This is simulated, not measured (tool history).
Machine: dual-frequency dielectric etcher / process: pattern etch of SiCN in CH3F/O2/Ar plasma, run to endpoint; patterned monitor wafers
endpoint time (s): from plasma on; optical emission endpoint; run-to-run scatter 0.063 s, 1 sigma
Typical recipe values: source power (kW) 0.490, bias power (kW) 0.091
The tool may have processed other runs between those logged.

run	hour	source power (kW)	bias power (kW)	wafers since the last listed run	hours since the last wet clean	hours since the last source power generator calibration	hours since the last bias power generator calibration	hours since the last upper electrode change	incoming incoming film thickness, nm	endpoint time (s)
1	0.0	0.490	0.091	0	227.1	1694.8	1954.1	1376.3	8.11	21.1
2	34.3	0.490	0.091	535	261.4	1729.1	1988.4	1410.6	8.28	21.6
3	49.4	0.490	0.091	235	276.5	1744.2	2003.5	1425.7	8.26	21.6
4	61.9	0.550	0.091	195	289.0	1756.7	2016.0	1438.2	8.28	20.8
5	93.7	0.550	0.091	496	320.8	1788.5	2047.8	1470.0	8.30	20.9
6	128.2	0.550	0.091	538	355.3	1823.0	2082.3	1504.5	8.13	20.6
7	145.4	0.420	0.091	268	372.5	1840.2	2099.5	1521.7	8.25	22.5
8	176.0	0.490	0.099	478	403.1	1870.8	2130.1	1552.3	8.13	20.5
9	197.6	0.490	0.091	337	424.7	1892.4	2151.7	1573.9	8.17	21.3
10	210.4	0.490	0.091	199	437.5	1905.2	2164.5	1586.7	8.20	21.4
11	252.3	0.490	0.091	654	479.4	1947.1	2206.4	1628.6	8.17	21.3
# hour 261.4: bias power generator calibrated
# hour 286.7: wet clean of the chamber
12	287.2	0.570	0.103	107	0.5	1982.0	25.8	1663.5	8.25	19.4
13	290.0	0.490	0.091	43	3.3	1984.8	28.6	1666.3	8.28	21.3
14	310.7	0.440	0.103	323	24.0	2005.5	49.3	1687.0	8.23	20.9
15	323.3	0.490	0.091	196	36.6	2018.1	61.9	1699.6	8.20	21.1
16	339.4	0.530	0.112	251	52.7	2034.2	78.0	1715.7	8.22	19.1
# hour 360.5: source power generator calibrated
# hour 384.2: upper electrode replaced
17	402.1	0.520	0.104	547	115.4	41.6	140.7	17.9	8.18	19.7
18	436.1	0.370	0.082	531	149.4	75.6	174.7	51.9	8.19	24.0
19	463.6	0.490	0.077	429	176.9	103.1	202.2	79.4	8.27	23.0
20	494.7	0.550	0.105	485	208.0	134.2	233.3	110.5	8.18	19.4
21	518.7	0.490	0.091	374	232.0	158.2	257.3	134.5	8.29	21.4
22	546.7	0.530	0.079	437	260.0	186.2	285.3	162.5	8.21	22.1

What if the next run were any one of these 3? Each begins from the tool's condition after run 22:
A	547.1	0.390	0.091	6	260.4	186.6	285.7	162.9	8.20	?
B	547.1	0.410	0.085	6	260.4	186.6	285.7	162.9	8.20	?
C	547.1	0.420	0.080	6	260.4	186.6	285.7	162.9	8.20	?

run	endpoint time (s)
A	22.5
B	22.9
C	23.3
With the hidden condition removed and each run's random variation left untouched, the same runs would have given:
run	endpoint time (s)
A	22.4
B	22.7
C	23.1
